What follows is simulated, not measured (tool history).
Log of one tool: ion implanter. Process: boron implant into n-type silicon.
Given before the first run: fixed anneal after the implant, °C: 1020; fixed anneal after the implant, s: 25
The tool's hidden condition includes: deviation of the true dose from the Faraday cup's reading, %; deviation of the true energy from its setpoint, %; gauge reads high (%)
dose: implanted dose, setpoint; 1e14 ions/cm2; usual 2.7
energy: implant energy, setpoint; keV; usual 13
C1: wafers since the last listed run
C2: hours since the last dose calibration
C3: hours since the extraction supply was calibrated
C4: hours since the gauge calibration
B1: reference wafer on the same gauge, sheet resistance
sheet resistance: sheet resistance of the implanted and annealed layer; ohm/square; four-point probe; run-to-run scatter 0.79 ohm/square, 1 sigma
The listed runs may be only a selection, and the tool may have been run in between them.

Run 1, hour 0: usual settings but energy 15 keV; C1 0; C2 2198.8; C3 5579.1; C4 87.2; B1 386.17. Result: sheet resistance 375.84 ohm/square.
Run 2, hour 18.1: usual settings; C1 263; C2 2216.9; C3 5597.2; C4 105.3; B1 386.22. Result: sheet resistance 381.72 ohm/square.
Run 3, hour 35.7: usual settings; C1 255; C2 2234.5; C3 5614.8; C4 122.9; B1 385.94. Result: sheet resistance 382.84 ohm/square.
Run 4, hour 66.4: usual settings but dose 2.19 1e14 ions/cm2, energy 16 keV; C1 446; C2 2265.2; C3 5645.5; C4 153.6; B1 385.95. Result: sheet resistance 442.26 ohm/square.
Run 5, hour 106.4: usual settings; C1 581; C2 2305.2; C3 5685.5; C4 193.6; B1 385.71. Result: sheet resistance 380.62 ohm/square.
Run 6, hour 131.3: usual settings; C1 362; C2 2330.1; C3 5710.4; C4 218.5; B1 385.84. Result: sheet resistance 384.12 ohm/square.
Run 7, hour 154.5: usual settings; C1 337; C2 2353.3; C3 5733.6; C4 241.7; B1 385.8. Result: sheet resistance 383.32 ohm/square.
Run 8, hour 174.4: usual settings but energy 9.5 keV; C1 289; C2 2373.2; C3 5753.5; C4 261.6; B1 386.43. Result: sheet resistance 399.07 ohm/square.
Run 9, hour 204.3: usual settings but energy 9.5 keV; C1 434; C2 2403.1; C3 5783.4; C4 291.5; B1 386.12. Result: sheet resistance 398.01 ohm/square.
At hour 220.7: Faraday cup replaced and dose calibrated.
Run 10, hour 221.3: usual settings but energy 9.5 keV; C1 130; C2 0.6; C3 5800.4; C4 308.5; B1 385.61. Result: sheet resistance 381.07 ohm/square.
Run 11, hour 235.8: usual settings; C1 210; C2 15.1; C3 5814.9; C4 323; B1 385.48. Result: sheet resistance 366.15 ohm/square.
Run 12, hour 267.2: usual settings; C1 456; C2 46.5; C3 5846.3; C4 354.4; B1 385.76. Result: sheet resistance 367.96 ohm/square.
Run 13, hour 300.5: usual settings but dose 3.25 1e14 ions/cm2, energy 11 keV; C1 484; C2 79.8; C3 5879.6; C4 387.7; B1 385.97. Result: sheet resistance 321.13 ohm/square.
Run 14, hour 318.4: usual settings but dose 2.32 1e14 ions/cm2; C1 260; C2 97.7; C3 5897.5; C4 405.6; B1 385.81. Result: sheet resistance 415.39 ohm/square.
At hour 324.8: gauge calibrated.
At hour 352: extraction supply calibrated.
Run 15, hour 352.5: usual settings but dose 3.21 1e14 ions/cm2, energy 17 keV; C1 379; C2 131.8; C3 0.5; C4 27.7; B1 386.27. Result: sheet resistance 309.58 ohm/square.
Run 16, hour 358.2: usual settings but dose 3.2 1e14 ions/cm2, energy 11.5 keV; C1 82; C2 137.5; C3 6.2; C4 33.4; B1 386.12. Result: sheet resistance 323.33 ohm/square.
Run 17, hour 393.8: usual settings but dose 3.5 1e14 ions/cm2, energy 17.5 keV; C1 517; C2 173.1; C3 41.8; C4 69; B1 386.02. Result: sheet resistance 287.08 ohm/square.
Run 18, hour 422.8: usual settings but dose 2.93 1e14 ions/cm2, energy 9.5 keV; C1 421; C2 202.1; C3 70.8; C4 98; B1 385.82. Result: sheet resistance 356.07 ohm/square.
Run 19, hour 438.5: usual settings but dose 3.24 1e14 ions/cm2, energy 15 keV; C1 228; C2 217.8; C3 86.5; C4 113.7; B1 386.21. Result: sheet resistance 311.63 ohm/square.
Run 20, hour 468.4: usual settings but energy 9.5 keV; C1 434; C2 247.7; C3 116.4; C4 143.6; B1 385.7. Result: sheet resistance 384.34 ohm/square.
Run 21, hour 500.3: usual settings but dose 2.03 1e14 ions/cm2, energy 10 keV; C1 463; C2 279.6; C3 148.3; C4 175.5; B1 386.22. Result: sheet resistance 482.69 ohm/square.
Run 22, hour 527.5: usual settings but energy 10 keV; C1 395; C2 306.8; C3 175.5; C4 202.7; B1 386.14. Result: sheet resistance 379.61 ohm/square.
Run 23, hour 561.7: usual settings; C1 497; C2 341; C3 209.7; C4 236.9; B1 386.3. Result: sheet resistance 368.98 ohm/square.
Run 24, hour 588.9: usual settings; C1 395; C2 368.2; C3 236.9; C4 264.1; B1 385.96. Result: sheet resistance 368.34 ohm/square.

Hidden condition of the tool, last listed run before each entry between runs versus first listed run after:
Run 9 -> run 10: Faraday cup replaced and dose calibrated (hour 220.7)
  deviation of the true dose from the Faraday cup's reading, %: -5.89 -> -0.72
  difference, measured minus the result without the unlogged condition, sheet resistance: +19.73 -> +2.3 ohm/square
Run 14 -> run 15: gauge calibrated (hour 324.8); extraction supply calibrated (hour 352)
  deviation of the true dose from the Faraday cup's reading, %: -0.932 -> -1.01
  difference, measured minus the result without the unlogged condition, sheet resistance: +3.21 -> +2.53 ohm/square
